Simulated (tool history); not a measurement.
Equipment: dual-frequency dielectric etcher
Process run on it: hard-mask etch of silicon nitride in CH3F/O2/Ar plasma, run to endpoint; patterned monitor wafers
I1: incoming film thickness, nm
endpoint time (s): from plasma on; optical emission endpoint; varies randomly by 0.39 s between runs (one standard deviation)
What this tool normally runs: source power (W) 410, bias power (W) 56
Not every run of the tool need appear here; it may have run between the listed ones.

{"run": 1, "hour": 0.0, "source power (W)": 410, "bias power (W)": 56, "I1": 37.33, "endpoint time (s)": 56.3}
{"run": 2, "hour": 77.9, "source power (W)": 480, "bias power (W)": 56, "I1": 37.3, "endpoint time (s)": 52.8}
{"run": 3, "hour": 152.6, "source power (W)": 480, "bias power (W)": 56, "I1": 36.97, "endpoint time (s)": 51.6}
{"run": 4, "hour": 253.5, "source power (W)": 410, "bias power (W)": 56, "I1": 37.16, "endpoint time (s)": 55.3}
{"run": 5, "hour": 308.2, "source power (W)": 410, "bias power (W)": 56, "I1": 37.68, "endpoint time (s)": 56.1}
{"run": 6, "hour": 346.9, "source power (W)": 410, "bias power (W)": 56, "I1": 37.16, "endpoint time (s)": 55.1}
{"hour": 407.9, "done": "wet clean of the chamber, repeated, since the last time left the tool worse"}
{"hour": 422.7, "done": "source power generator calibrated"}
{"run": 7, "hour": 452.6, "source power (W)": 410, "bias power (W)": 56, "I1": 37, "endpoint time (s)": 58.9}
{"run": 8, "hour": 558.6, "source power (W)": 410, "bias power (W)": 56, "I1": 37.59, "endpoint time (s)": 59.8}
{"run": 9, "hour": 637.2, "source power (W)": 410, "bias power (W)": 56, "I1": 36.94, "endpoint time (s)": 58.1}
{"run": 10, "hour": 680.4, "source power (W)": 410, "bias power (W)": 56, "I1": 37.25, "endpoint time (s)": 58.9}
{"hour": 739.1, "done": "upper electrode replaced"}
{"run": 11, "hour": 764.0, "source power (W)": 410, "bias power (W)": 56, "I1": 37.28, "endpoint time (s)": 58.6}
{"run": 12, "hour": 833.9, "source power (W)": 410, "bias power (W)": 56, "I1": 37.18, "endpoint time (s)": 57.3}
{"run": 13, "hour": 871.4, "source power (W)": 410, "bias power (W)": 47, "I1": 37.57, "endpoint time (s)": 61.4}
{"run": 14, "hour": 917.6, "source power (W)": 470, "bias power (W)": 56, "I1": 37.19, "endpoint time (s)": 54.2}
{"run": 15, "hour": 1012.2, "source power (W)": 460, "bias power (W)": 51, "I1": 37.3, "endpoint time (s)": 57.2}
{"hour": 1114.5, "done": "wet clean of the chamber"}
{"run": 16, "hour": 1115.0, "source power (W)": 320, "bias power (W)": 67, "I1": 37.35, "endpoint time (s)": 62.1}
{"run": 17, "hour": 1180.9, "source power (W)": 410, "bias power (W)": 56, "I1": 37.82, "endpoint time (s)": 59.3}
{"run": 18, "hour": 1222.3, "source power (W)": 490, "bias power (W)": 50, "I1": 37.27, "endpoint time (s)": 55.8}
{"run": 19, "hour": 1275.9, "source power (W)": 350, "bias power (W)": 44, "I1": 37.37, "endpoint time (s)": 67.5}
{"run": 20, "hour": 1376.7, "source power (W)": 410, "bias power (W)": 56, "I1": 37.66, "endpoint time (s)": 58.7}
{"run": 21, "hour": 1483.7, "source power (W)": 360, "bias power (W)": 68, "I1": 37.28, "endpoint time (s)": 57.8}
{"hour": 1512.6, "done": "bias power generator calibrated"}
{"run": 22, "hour": 1576.5, "source power (W)": 410, "bias power (W)": 56, "I1": 37.8, "endpoint time (s)": 58.8}
{"run": 23, "hour": 1683.8, "source power (W)": 410, "bias power (W)": 56, "I1": 37.04, "endpoint time (s)": 57}
{"run": 24, "hour": 1734.6, "source power (W)": 350, "bias power (W)": 64, "I1": 37.2, "endpoint time (s)": 58.6}
{"run": 25, "hour": 1830.5, "source power (W)": 330, "bias power (W)": 45, "I1": 37.73, "endpoint time (s)": 68.3}
{"hour": 1876.8, "done": "wet clean of the chamber"}
{"run": 26, "hour": 1950.7, "source power (W)": 410, "bias power (W)": 56, "I1": 36.82, "endpoint time (s)": 58}
{"run": 27, "hour": 2058.6, "source power (W)": 370, "bias power (W)": 66, "I1": 37.15, "endpoint time (s)": 57.5}
{"run": 28, "hour": 2099.8, "source power (W)": 360, "bias power (W)": 67, "I1": 37.36, "endpoint time (s)": 58.4}
{"run": 29, "hour": 2149.5, "source power (W)": 410, "bias power (W)": 56, "I1": 37.35, "endpoint time (s)": 58.7}
{"run": 30, "hour": 2224.1, "source power (W)": 320, "bias power (W)": 50, "I1": 37.57, "endpoint time (s)": 67.3}
{"run": 31, "hour": 2289.4, "source power (W)": 470, "bias power (W)": 69, "I1": 37.57, "endpoint time (s)": 51}
{"run": 32, "hour": 2375.4, "source power (W)": 410, "bias power (W)": 56, "I1": 37.19, "endpoint time (s)": 57.4}
{"run": 33, "hour": 2426.5, "source power (W)": 410, "bias power (W)": 49, "I1": 37.23, "endpoint time (s)": 59.6}
{"run": 34, "hour": 2476.9, "source power (W)": 380, "bias power (W)": 67, "I1": 36.91, "endpoint time (s)": 54.5}
{"run": 35, "hour": 2528.0, "source power (W)": 410, "bias power (W)": 65, "I1": 37.16, "endpoint time (s)": 54.2}
{"hour": 2553.0, "done": "wet clean of the chamber"}
{"run": 36, "hour": 2585.7, "source power (W)": 410, "bias power (W)": 56, "I1": 36.79, "endpoint time (s)": 57.9}

Hidden state or all else? Some run-to-run changes of endpoint time (s), split into what the settings, what came in and random variation would give without the hidden state, and what is left for the hidden state (with any gauge scatter that isn't in both results):
Unlogged tool condition in this case: etch rate over this chamber's usual, %; source power that arrives over what is set, %; bias power that arrives over what is set, %.
Run 6 -> 7: wet clean of the chamber, repeated, since the last time left the tool worse, source power generator calibrated. endpoint time (s) +3.8: hidden state +3.9, all else -0.1.
Run 18 -> 19: source power (W) 490 -> 350, bias power (W) 50 -> 44. endpoint time (s) +11.7: hidden state -0.3, all else +12.
Run 25 -> 26: source power (W) 330 -> 410, bias power (W) 45 -> 56, wet clean of the chamber. endpoint time (s) -10.3: hidden state +2, all else -12.3.
Run 30 -> 31: source power (W) 320 -> 470, bias power (W) 50 -> 69. endpoint time (s) -16.3: hidden state +0, all else -16.3.
Run 35 -> 36: bias power (W) 65 -> 56, wet clean of the chamber. endpoint time (s) +3.7: hidden state +1.5, all else +2.2.
